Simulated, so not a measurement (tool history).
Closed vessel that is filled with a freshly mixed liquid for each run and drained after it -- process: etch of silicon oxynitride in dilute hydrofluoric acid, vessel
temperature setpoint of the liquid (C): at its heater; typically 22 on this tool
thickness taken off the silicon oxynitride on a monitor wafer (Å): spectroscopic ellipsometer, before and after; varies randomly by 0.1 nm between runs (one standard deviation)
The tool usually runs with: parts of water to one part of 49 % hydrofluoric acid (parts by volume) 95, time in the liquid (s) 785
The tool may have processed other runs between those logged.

run     day  temperature setpoint of the liquid (C)  parts of water to one part of 49 % hydrofluoric acid (parts by volume)  time in the liquid (s)  wafers since the last listed run  hours since the thermometer was replaced  hours since the hydrofluoric acid flow meter was replaced  hours since the gauge calibration  read-back film thickness of the silicon oxynitride reference wafer, read on the same gauge (nm)  thickness taken off the silicon oxynitride on a monitor wafer (Å)
  1       0                                    20.5                                                                      95                     610                                 0                                     159.4                                                      399.6                              375.7                                                                                            59.99                                                               77.5
  2   1.504                                      19                                                                      95                     785                              1507                                     195.5                                                      435.7                              411.8                                                                                            59.98                                                               93.6
  3   3.292                                      22                                                                      95                     785                              1791                                     238.4                                                      478.6                              454.7                                                                                            60.02                                                              108.6
  4   4.608                                      22                                                                      95                     785                              1319                                       270                                                      510.2                              486.3                                                                                            60.02                                                              106.3
  5   7.504                                    18.5                                                                      95                     895                              2901                                     339.5                                                      579.7                              555.8                                                                                            60.03                                                              103.9
  6  10.204                                      25                                                                      60                     785                              2705                                     404.3                                                      644.5                              620.6                                                                                            60.02                                                                200
  7  12.067                                      22                                                                      85                     785                              1866                                       449                                                      689.2                              665.3                                                                                            59.99                                                              121.6
  8  15.025                                      22                                                                      85                     785                              2964                                       520                                                      760.2                              736.3                                                                                            60.01                                                              122.1
  9   17.05                                      22                                                                      95                     495                              2029                                     568.6                                                      808.8                              784.9                                                                                            59.99                                                               66.6
     18.721  -- thermometer replaced
 10  19.712                                      22                                                                      95                     495                              2626                                      23.8                                                      872.7                              848.8                                                                                            60.02                                                               68.1
 11  21.262                                      22                                                                      95                     905                              1553                                        61                                                      909.9                                886                                                                                            60.02                                                              122.2
     23.808  -- gauge calibrated
 12  24.208                                      22                                                                      95                     905                              2951                                     131.7                                                      980.6                                9.6                                                                                            60.04                                                              125.5
 13  26.254                                      22                                                                      95                     905                              2049                                     180.8                                                     1029.7                               58.7                                                                                            59.99                                                              124.3
 14  28.217                                      18                                                                      75                     785                              1966                                     227.9                                                     1076.8                              105.8                                                                                               60                                                              113.5
 15  30.629                                      18                                                                      50                     545                              2417                                     285.8                                                     1134.7                              163.7                                                                                               60                                                              119.6
 16  32.533                                      22                                                                      95                     985                              1907                                     331.5                                                     1180.4                              209.4                                                                                               60                                                              137.1
 17  33.704                                      18                                                                     145                     360                              1173                                     359.6                                                     1208.5                              237.5                                                                                            60.02                                                               25.9
     33.925  -- hydrofluoric acid flow meter replaced
 18    34.8                                      22                                                                      95                     785                              1056                                     385.9                                                         21                              263.8                                                                                               60                                                              109.6
 19  36.129                                      22                                                                     125                     785                              1331                                     417.8                                                       52.9                              295.7                                                                                               60                                                               79.7
 20  37.279                                    25.5                                                                     135                     785                              1152                                     445.4                                                       80.5                              323.3                                                                                            59.98                                                               86.1
 21  38.646                                      22                                                                     115                    1005                              1369                                     478.2                                                      113.3                              356.1                                                                                            60.01                                                              110.8
 22  41.629                                      22                                                                      95                     785                              2989                                     549.8                                                      184.9                              427.7                                                                                            59.99                                                              106.1
 23  44.108                                    23.5                                                                      95                     520                              2484                                     609.3                                                      244.4                              487.2                                                                                            60.02                                                               77.8
     45.225  -- thermometer replaced
 24   47.05                                      22                                                                      95                     785                              2905                                      43.8                                                        315                              557.8                                                                                            60.02                                                                106
 25  49.238                                      24                                                                      60                     785                              2191                                      96.3                                                      367.5                              610.3                                                                                               60                                                              192.2
 26  51.104                                      19                                                                     140                     975                              1870                                     141.1                                                      412.3                              655.1                                                                                            60.02                                                               76.8

What the log doesn't show, run by run:
liquid hotter than its thermometer reads (K): 0 at every run
hydrofluoric acid flow above the setpoint (%): 0 at every run
gauge reads high (%): 0 at every run
